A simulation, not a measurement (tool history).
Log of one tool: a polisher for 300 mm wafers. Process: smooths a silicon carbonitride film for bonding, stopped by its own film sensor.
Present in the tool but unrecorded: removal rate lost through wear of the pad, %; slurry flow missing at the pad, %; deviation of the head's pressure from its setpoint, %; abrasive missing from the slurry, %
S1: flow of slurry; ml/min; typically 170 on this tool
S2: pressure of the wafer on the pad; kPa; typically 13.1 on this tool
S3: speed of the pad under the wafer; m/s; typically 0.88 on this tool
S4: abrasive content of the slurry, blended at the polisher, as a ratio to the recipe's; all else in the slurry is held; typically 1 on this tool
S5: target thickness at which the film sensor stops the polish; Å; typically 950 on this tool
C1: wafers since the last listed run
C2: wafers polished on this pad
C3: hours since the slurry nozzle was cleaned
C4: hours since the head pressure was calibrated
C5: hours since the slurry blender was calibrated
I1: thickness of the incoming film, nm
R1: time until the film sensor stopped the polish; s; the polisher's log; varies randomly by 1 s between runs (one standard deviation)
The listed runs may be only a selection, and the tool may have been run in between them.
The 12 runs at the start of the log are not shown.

run	hour	S1	S2	S3	S4	S5	C1	C2	C3	C4	C5	I1	R1
13	330	195	9.7	0.88	1.15	950	326	824	237.1	711.1	186.5	110.7	95.9
14	426.8	150	14.5	0.88	1.1	950	1290	2114	333.9	807.9	283.3	108.3	66
15	443.4	170	13.1	0.88	1	950	221	2336	350.5	824.5	299.9	109.8	81
16	468.3	170	13.1	0.76	1	950	331	2667	375.4	849.4	324.8	110.1	92.4
# hour 487.9: worn pad replaced by a new one
17	488.4	170	17.9	1.06	1.15	900	214	6	395.5	869.5	344.9	110.1	73.5
18	521.4	140	13.1	0.88	1	950	439	446	428.5	902.5	377.9	109.7	86.4
19	539.4	170	13.1	1.06	1	950	239	686	446.5	920.5	395.9	110.5	73.7
20	558.6	215	13.1	0.76	1	950	255	942	465.7	939.7	415.1	109.1	85.9
# hour 577.3: slurry blender recalibrated
# hour 590.3: head pressure recalibrated
21	594.1	115	15.2	0.88	1	950	419	1362	501.2	3.8	16.8	107.8	55.7
22	626.6	170	13.1	0.88	1	950	433	1795	533.7	36.3	49.3	111.1	77.6
23	642.8	220	17.2	1.1	1	950	215	2011	549.9	52.5	65.5	109.3	45.8
24	673.8	170	13.1	0.88	1	1000	413	2424	580.9	83.5	96.5	111.3	54.6
# hour 707.9: worn pad replaced by a new one
25	709.5	170	13.1	0.88	1	950	422	21	616.6	119.2	132.2	110.6	77.1
26	729.2	195	13.1	1	1	950	262	283	636.3	138.9	151.9	108.8	62.6
27	741.4	170	13.1	0.88	1	950	162	446	648.5	151.1	164.1	111.3	85.2
28	772.6	150	15.9	0.88	1.1	950	415	862	679.7	182.3	195.3	109	58.8
29	839.1	170	13.1	0.88	1.25	990	886	1748	746.2	248.8	261.8	109	46
30	870.3	170	16.5	0.88	1	950	415	2164	777.4	280	293	111.2	71.6

Alternative continuations, all from the tool just after run 30; predict every row:
A	870.7	170	13.1	0.88	1	950	5	2169	777.8	280.4	293.4	110.3	?
B	870.7	170	16.5	0.62	1	970	5	2169	777.8	280.4	293.4	110.3	?
C	870.7	230	13.1	0.8	1	990	5	2169	777.8	280.4	293.4	110.3	?
D	870.7	170	13.1	0.62	1	950	5	2169	777.8	280.4	293.4	110.3	?

run	R1
A	78.3
B	73.1
C	59.8
D	99.6
Without the tool's unlogged condition, the same runs would have read:
run	R1
A	67.5
B	63.1
C	51.6
D	85.9

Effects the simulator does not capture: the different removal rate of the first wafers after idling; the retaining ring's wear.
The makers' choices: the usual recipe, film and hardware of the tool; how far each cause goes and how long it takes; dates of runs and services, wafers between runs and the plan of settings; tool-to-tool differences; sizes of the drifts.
